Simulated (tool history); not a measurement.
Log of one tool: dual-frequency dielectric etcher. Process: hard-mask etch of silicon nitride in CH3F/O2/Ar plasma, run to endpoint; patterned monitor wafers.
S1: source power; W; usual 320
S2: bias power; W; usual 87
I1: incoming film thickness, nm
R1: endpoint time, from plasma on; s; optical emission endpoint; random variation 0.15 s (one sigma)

run 1 hour=0 | S1=350 S2=81 | I1=28.76 | R1=37.9
run 2 hour=47.4 | S1=350 S2=81 | I1=28.71 | R1=37.7
run 3 hour=86.3 | S1=350 S2=81 | I1=28.51 | R1=37.7
run 4 hour=142.9 | S1=280 S2=94 | I1=28.67 | R1=39.2
run 5 hour=383.9 | S1=280 S2=94 | I1=28.96 | R1=39.5
-- hour=503.9 wet clean of the chamber
run 6 hour=504.4 | S1=280 S2=94 | I1=28.89 | R1=39.5
run 7 hour=526.7 | S1=320 S2=87 | I1=28.68 | R1=38.1
run 8 hour=840.3 | S1=320 S2=87 | I1=28.76 | R1=38.4
run 9 hour=923.6 | S1=320 S2=87 | I1=28.63 | R1=38
run 10 hour=1030.1 | S1=320 S2=92 | I1=28.51 | R1=37.4
-- hour=1103.5 wet clean of the chamber
run 11 hour=1114.5 | S1=320 S2=92 | I1=28.84 | R1=37.6
run 12 hour=1180.8 | S1=320 S2=92 | I1=28.71 | R1=37.6
run 13 hour=1252.3 | S1=320 S2=87 | I1=28.76 | R1=38.3
-- hour=1430.5 upper electrode replaced
run 14 hour=1479.5 | S1=320 S2=87 | I1=28.74 | R1=38.1
run 15 hour=1541.1 | S1=320 S2=87 | I1=28.87 | R1=38.1
run 16 hour=1611.8 | S1=320 S2=87 | I1=28.74 | R1=38.1
run 17 hour=1676.3 | S1=240 S2=80 | I1=28.4 | R1=42.6
-- hour=1783.7 wet clean of the chamber
run 18 hour=1784.2 | S1=320 S2=71 | I1=28.63 | R1=40.1
run 19 hour=1819.5 | S1=270 S2=93 | I1=28.91 | R1=40
-- hour=1858.7 source power generator calibrated
run 20 hour=1859.2 | S1=320 S2=87 | I1=28.36 | R1=37.5
run 21 hour=1921.2 | S1=250 S2=94 | I1=28.73 | R1=40.6
run 22 hour=1999.7 | S1=270 S2=87 | I1=28.51 | R1=40.4
run 23 hour=2073.2 | S1=240 S2=69 | I1=28.72 | R1=44.9
-- hour=2238.1 bias power generator calibrated
run 24 hour=2255.7 | S1=370 S2=103 | I1=28.99 | R1=34.8
run 25 hour=2357.2 | S1=290 S2=108 | I1=28.6 | R1=36.7
run 26 hour=2425.9 | S1=360 S2=93 | I1=28.68 | R1=35.9
-- hour=2467.4 wet clean of the chamber
run 27 hour=2532.1 | S1=320 S2=87 | I1=28.69 | R1=38.4
run 28 hour=2611.3 | S1=270 S2=99 | I1=28.64 | R1=39.2
run 29 hour=2659.7 | S1=250 S2=109 | I1=29 | R1=39.6
run 30 hour=2726.6 | S1=360 S2=93 | I1=28.49 | R1=35.6
run 31 hour=2827.6 | S1=320 S2=87 | I1=29.04 | R1=38.9
run 32 hour=2882.8 | S1=320 S2=87 | I1=28.63 | R1=38.4

Forecast each of these 3 alternatives for the next run:
run A hour=2883.2 | S1=320 S2=87 | I1=28.71 | R1=?
run B hour=2883.2 | S1=380 S2=73 | I1=28.71 | R1=?
run C hour=2883.2 | S1=360 S2=77 | I1=28.71 | R1=?

run=A R1=38.5
run=B R1=38
run=C R1=38.2
Without the tool's hidden state the same runs would have given:
run=A R1=38.6
run=B R1=38.1
run=C R1=38.3
